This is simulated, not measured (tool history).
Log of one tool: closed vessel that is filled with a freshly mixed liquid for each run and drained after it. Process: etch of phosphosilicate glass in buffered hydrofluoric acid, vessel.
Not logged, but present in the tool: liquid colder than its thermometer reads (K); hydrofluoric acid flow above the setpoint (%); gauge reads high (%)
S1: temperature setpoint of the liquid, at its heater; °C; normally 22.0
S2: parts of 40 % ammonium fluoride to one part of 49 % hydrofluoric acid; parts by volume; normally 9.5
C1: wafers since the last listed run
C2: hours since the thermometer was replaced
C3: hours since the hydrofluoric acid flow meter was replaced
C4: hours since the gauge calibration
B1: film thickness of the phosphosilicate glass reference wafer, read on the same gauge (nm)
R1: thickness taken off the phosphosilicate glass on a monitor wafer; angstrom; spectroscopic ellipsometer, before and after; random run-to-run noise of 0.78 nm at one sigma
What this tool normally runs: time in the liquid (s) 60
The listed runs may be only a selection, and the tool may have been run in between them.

{"run": 1, "hour": 0.0, "S1": 22.0, "S2": 9.5, "time in the liquid (s)": 45, "C1": 0, "C2": 1877.2, "C3": 2551.5, "C4": 306.6, "B1": 100.0, "R1": 1162.0}
{"run": 2, "hour": 15.6, "S1": 22.0, "S2": 9.5, "time in the liquid (s)": 80, "C1": 1916, "C2": 1892.8, "C3": 2567.1, "C4": 322.2, "B1": 99.99, "R1": 2069.0}
{"run": 3, "hour": 28.1, "S1": 22.0, "S2": 9.5, "time in the liquid (s)": 80, "C1": 1535, "C2": 1905.3, "C3": 2579.6, "C4": 334.7, "B1": 99.99, "R1": 2096.3}
{"run": 4, "hour": 81.3, "S1": 22.0, "S2": 9.5, "time in the liquid (s)": 80, "C1": 6536, "C2": 1958.5, "C3": 2632.8, "C4": 387.9, "B1": 100.0, "R1": 2078.6}
{"run": 5, "hour": 90.3, "S1": 22.0, "S2": 7.0, "time in the liquid (s)": 60, "C1": 1105, "C2": 1967.5, "C3": 2641.8, "C4": 396.9, "B1": 100.0, "R1": 2123.3}
{"run": 6, "hour": 100.0, "S1": 22.0, "S2": 9.5, "time in the liquid (s)": 60, "C1": 1191, "C2": 1977.2, "C3": 2651.5, "C4": 406.6, "B1": 100.0, "R1": 1549.1}
{"run": 7, "hour": 109.3, "S1": 22.0, "S2": 9.5, "time in the liquid (s)": 60, "C1": 1142, "C2": 1986.5, "C3": 2660.8, "C4": 415.9, "B1": 99.98, "R1": 1549.4}
{"run": 8, "hour": 119.4, "S1": 22.0, "S2": 9.5, "time in the liquid (s)": 60, "C1": 1241, "C2": 1996.6, "C3": 2670.9, "C4": 426.0, "B1": 99.99, "R1": 1558.4}
{"run": 9, "hour": 132.3, "S1": 22.0, "S2": 9.5, "time in the liquid (s)": 50, "C1": 1585, "C2": 2009.5, "C3": 2683.8, "C4": 438.9, "B1": 100.02, "R1": 1300.2}
{"run": 10, "hour": 144.3, "S1": 22.0, "S2": 9.5, "time in the liquid (s)": 50, "C1": 1474, "C2": 2021.5, "C3": 2695.8, "C4": 450.9, "B1": 100.0, "R1": 1293.9}
{"hour": 151.9, "done": "hydrofluoric acid flow meter replaced"}
{"hour": 156.6, "done": "gauge calibrated"}
{"run": 11, "hour": 168.0, "S1": 18.0, "S2": 9.5, "time in the liquid (s)": 60, "C1": 2789, "C2": 2045.2, "C3": 16.1, "C4": 11.4, "B1": 99.99, "R1": 1232.0}
{"run": 12, "hour": 185.4, "S1": 18.0, "S2": 9.5, "time in the liquid (s)": 60, "C1": 2138, "C2": 2062.6, "C3": 33.5, "C4": 28.8, "B1": 99.99, "R1": 1240.5}
{"run": 13, "hour": 193.1, "S1": 18.0, "S2": 6.5, "time in the liquid (s)": 60, "C1": 946, "C2": 2070.3, "C3": 41.2, "C4": 36.5, "B1": 99.99, "R1": 1785.3}
{"hour": 196.9, "done": "thermometer replaced"}
{"run": 14, "hour": 209.7, "S1": 26.0, "S2": 9.5, "time in the liquid (s)": 75, "C1": 1916, "C2": 12.8, "C3": 57.8, "C4": 53.1, "B1": 100.0, "R1": 2768.6}
{"run": 15, "hour": 217.3, "S1": 22.0, "S2": 9.5, "time in the liquid (s)": 45, "C1": 933, "C2": 20.4, "C3": 65.4, "C4": 60.7, "B1": 100.0, "R1": 1330.3}
{"run": 16, "hour": 224.7, "S1": 22.0, "S2": 13.0, "time in the liquid (s)": 60, "C1": 909, "C2": 27.8, "C3": 72.8, "C4": 68.1, "B1": 100.0, "R1": 1333.5}
{"run": 17, "hour": 231.4, "S1": 22.0, "S2": 11.5, "time in the liquid (s)": 30, "C1": 823, "C2": 34.5, "C3": 79.5, "C4": 74.8, "B1": 100.0, "R1": 749.1}
{"run": 18, "hour": 284.7, "S1": 22.0, "S2": 9.5, "time in the liquid (s)": 60, "C1": 6549, "C2": 87.8, "C3": 132.8, "C4": 128.1, "B1": 99.98, "R1": 1750.3}
{"run": 19, "hour": 300.6, "S1": 22.0, "S2": 11.0, "time in the liquid (s)": 80, "C1": 1953, "C2": 103.7, "C3": 148.7, "C4": 144.0, "B1": 99.99, "R1": 2081.2}
{"run": 20, "hour": 307.8, "S1": 17.5, "S2": 7.5, "time in the liquid (s)": 80, "C1": 884, "C2": 110.9, "C3": 155.9, "C4": 151.2, "B1": 100.02, "R1": 2307.6}
{"run": 21, "hour": 324.4, "S1": 20.5, "S2": 13.0, "time in the liquid (s)": 60, "C1": 2039, "C2": 127.5, "C3": 172.5, "C4": 167.8, "B1": 100.0, "R1": 1215.5}
{"run": 22, "hour": 330.6, "S1": 22.0, "S2": 9.5, "time in the liquid (s)": 60, "C1": 761, "C2": 133.7, "C3": 178.7, "C4": 174.0, "B1": 100.0, "R1": 1765.4}
{"run": 23, "hour": 346.4, "S1": 22.0, "S2": 11.0, "time in the liquid (s)": 30, "C1": 1941, "C2": 149.5, "C3": 194.5, "C4": 189.8, "B1": 100.01, "R1": 772.8}
{"run": 24, "hour": 364.2, "S1": 20.5, "S2": 9.5, "time in the liquid (s)": 30, "C1": 2187, "C2": 167.3, "C3": 212.3, "C4": 207.6, "B1": 99.99, "R1": 814.0}
{"run": 25, "hour": 381.8, "S1": 18.0, "S2": 11.5, "time in the liquid (s)": 40, "C1": 2162, "C2": 184.9, "C3": 229.9, "C4": 225.2, "B1": 100.0, "R1": 784.4}

Forecast each of these 5 alternatives for the next run:
{"run": "A", "hour": 382.5, "S1": 22.0, "S2": 12.0, "time in the liquid (s)": 60, "C1": 86, "C2": 185.6, "C3": 230.6, "C4": 225.9, "B1": "?", "R1": "?"}
{"run": "B", "hour": 382.5, "S1": 23.5, "S2": 12.0, "time in the liquid (s)": 90, "C1": 86, "C2": 185.6, "C3": 230.6, "C4": 225.9, "B1": "?", "R1": "?"}
{"run": "C", "hour": 382.5, "S1": 20.0, "S2": 7.0, "time in the liquid (s)": 80, "C1": 86, "C2": 185.6, "C3": 230.6, "C4": 225.9, "B1": "?", "R1": "?"}
{"run": "D", "hour": 382.5, "S1": 23.5, "S2": 6.0, "time in the liquid (s)": 60, "C1": 86, "C2": 185.6, "C3": 230.6, "C4": 225.9, "B1": "?", "R1": "?"}
{"run": "E", "hour": 382.5, "S1": 22.0, "S2": 8.0, "time in the liquid (s)": 40, "C1": 86, "C2": 185.6, "C3": 230.6, "C4": 225.9, "B1": "?", "R1": "?"}

run=A B1=100.00 R1=1415.1
run=B B1=100.00 R1=2305.5
run=C B1=100.00 R1=2828.7
run=D B1=100.00 R1=2943.2
run=E B1=100.00 R1=1368.4
Take away the tool's hidden state, keep each run's random variation, and the runs would have read:
run=A R1=1433.2
run=B R1=2334.7
run=C R1=2865.4
run=D R1=2980.4
run=E R1=1385.9

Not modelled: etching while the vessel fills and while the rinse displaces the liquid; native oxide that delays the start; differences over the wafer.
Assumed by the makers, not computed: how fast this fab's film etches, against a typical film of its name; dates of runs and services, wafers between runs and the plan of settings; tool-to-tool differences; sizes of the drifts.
